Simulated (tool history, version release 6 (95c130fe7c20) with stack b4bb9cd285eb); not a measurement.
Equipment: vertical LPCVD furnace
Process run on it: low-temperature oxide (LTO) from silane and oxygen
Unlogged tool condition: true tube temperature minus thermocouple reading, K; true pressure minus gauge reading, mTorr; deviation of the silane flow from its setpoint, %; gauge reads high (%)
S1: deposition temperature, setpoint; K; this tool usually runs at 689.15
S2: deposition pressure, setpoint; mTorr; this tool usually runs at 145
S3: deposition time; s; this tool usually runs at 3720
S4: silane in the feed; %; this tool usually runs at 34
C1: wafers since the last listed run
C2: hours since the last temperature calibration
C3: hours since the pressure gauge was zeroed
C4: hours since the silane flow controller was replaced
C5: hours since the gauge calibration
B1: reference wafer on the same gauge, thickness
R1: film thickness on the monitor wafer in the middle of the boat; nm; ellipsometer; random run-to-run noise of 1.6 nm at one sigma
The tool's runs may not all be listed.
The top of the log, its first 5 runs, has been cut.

Run 6, day 14.204: usual settings; C1 604; C2 4721.1; C3 3711.3; C4 4563.1; C5 977; B1 305.09. Result: R1 377.78 nm.
Run 7, day 16.821: usual settings; C1 1185; C2 4783.9; C3 3774.1; C4 4625.9; C5 1039.8; B1 305.07. Result: R1 377.86 nm.
Run 8, day 22.542: usual settings; C1 2592; C2 4921.2; C3 3911.4; C4 4763.2; C5 1177.1; B1 304.91. Result: R1 380.84 nm.
Run 9, day 24.721: usual settings; C1 987; C2 4973.5; C3 3963.7; C4 4815.5; C5 1229.4; B1 305.15. Result: R1 378.58 nm.
Run 10, day 27.592: usual settings; C1 1301; C2 5042.4; C3 4032.6; C4 4884.4; C5 1298.3; B1 304.91. Result: R1 378.94 nm.
Run 11, day 29.25: usual settings; C1 751; C2 5082.2; C3 4072.4; C4 4924.2; C5 1338.1; B1 304.79. Result: R1 378.29 nm.
At day 32.15: thermocouples replaced and temperature profile calibrated.
Run 12, day 32.171: usual settings; C1 870; C2 0.5; C3 4142.5; C4 4994.3; C5 1408.2; B1 304.99. Result: R1 362.46 nm.
At day 34.05: silane flow controller replaced.
Run 13, day 34.071: usual settings but S3 4050 s; C1 407; C2 46.1; C3 4188.1; C4 0.5; C5 1453.8; B1 304.8. Result: R1 392.22 nm.
Run 14, day 36.092: usual settings but S3 4050 s; C1 915; C2 94.6; C3 4236.6; C4 49; C5 1502.3; B1 305.1. Result: R1 394.79 nm.
Run 15, day 38.488: usual settings; C1 1085; C2 152.1; C3 4294.1; C4 106.5; C5 1559.8; B1 304.77. Result: R1 363.72 nm.
At day 40.7: gauge calibrated.
Run 16, day 44.9: usual settings; C1 2906; C2 306; C3 4448; C4 260.4; C5 100.8; B1 305.09. Result: R1 362.34 nm.
Run 17, day 46.383: usual settings but S1 683.15 K, S2 115 mTorr, S3 2640 s, S4 29 %; C1 672; C2 341.6; C3 4483.6; C4 296; C5 136.4; B1 304.8. Result: R1 153.57 nm.
Run 18, day 48.767: usual settings; C1 1080; C2 398.8; C3 4540.8; C4 353.2; C5 193.6; B1 304.91. Result: R1 366.48 nm.
At day 52.279: pressure gauge zeroed.
Run 19, day 52.3: usual settings; C1 1148; C2 483.6; C3 0.5; C4 438; C5 278.4; B1 305.37. Result: R1 366.18 nm.
Run 20, day 54: usual settings but S1 698.15 K, S4 39 %; C1 770; C2 524.4; C3 41.3; C4 478.8; C5 319.2; B1 305.09. Result: R1 477.38 nm.
Run 21, day 61.508: usual settings; C1 3402; C2 704.6; C3 221.5; C4 659; C5 499.4; B1 304.77. Result: R1 364.49 nm.
Run 22, day 62.65: usual settings but S1 680.15 K, S2 125 mTorr; C1 517; C2 732; C3 248.9; C4 686.4; C5 526.8; B1 304.81. Result: R1 284.59 nm.
Run 23, day 65.392: usual settings but S1 685.15 K, S3 2250 s; C1 1242; C2 797.8; C3 314.7; C4 752.2; C5 592.6; B1 304.84. Result: R1 210.87 nm.
Run 24, day 67.738: usual settings but S3 4470 s, S4 40 %; C1 1063; C2 854.1; C3 371; C4 808.5; C5 648.9; B1 305.18. Result: R1 537.88 nm.
Run 25, day 68.738: usual settings but S1 698.15 K, S2 180 mTorr, S3 2580 s, S4 38 %; C1 453; C2 878.1; C3 395; C4 832.5; C5 672.9; B1 305.13. Result: R1 397.74 nm.
Run 26, day 70.038: usual settings but S2 110 mTorr; C1 589; C2 909.3; C3 426.2; C4 863.7; C5 704.1; B1 304.86. Result: R1 277.8 nm.
Run 27, day 72.979: usual settings but S2 180 mTorr, S3 4980 s; C1 1333; C2 979.9; C3 496.8; C4 934.3; C5 774.7; B1 305.07. Result: R1 605.83 nm.
Run 28, day 74.712: usual settings; C1 785; C2 1021.5; C3 538.4; C4 975.9; C5 816.3; B1 305.12. Result: R1 366.75 nm.
Run 29, day 77.517: usual settings; C1 1270; C2 1088.8; C3 605.7; C4 1043.2; C5 883.6; B1 304.8. Result: R1 366.18 nm.
Run 30, day 79.204: usual settings but S1 699.15 K, S2 110 mTorr, S3 4620 s; C1 764; C2 1129.3; C3 646.2; C4 1083.7; C5 924.1; B1 304.71. Result: R1 385.02 nm.

5 options for the next run, each taken on its own from the tool as it stands now. Forecast them:
Run A, day 79.396: usual settings; C1 86; C2 1133.9; C3 650.8; C4 1088.3; C5 928.7; B1 ?. Result: R1 ?.
Run B, day 79.396: usual settings but S3 5100 s; C1 86; C2 1133.9; C3 650.8; C4 1088.3; C5 928.7; B1 ?. Result: R1 ?.
Run C, day 79.396: usual settings but S1 684.15 K, S2 125 mTorr, S3 2790 s, S4 39 %; C1 86; C2 1133.9; C3 650.8; C4 1088.3; C5 928.7; B1 ?. Result: R1 ?.
Run D, day 79.396: usual settings but S1 684.15 K, S2 180 mTorr; C1 86; C2 1133.9; C3 650.8; C4 1088.3; C5 928.7; B1 ?. Result: R1 ?.
Run E, day 79.396: usual settings but S1 683.15 K, S4 32 %; C1 86; C2 1133.9; C3 650.8; C4 1088.3; C5 928.7; B1 ?. Result: R1 ?.

run      B1      R1
  A  304.86   367.5
  B  304.86  503.83
  C  304.86  267.32
  D  304.86  431.99
  E  304.86  317.02
With no hidden state in the tool, these same runs would have given:
run      R1
  A  362.17
  B  496.53
  C  263.52
  D  425.61
  E  312.24
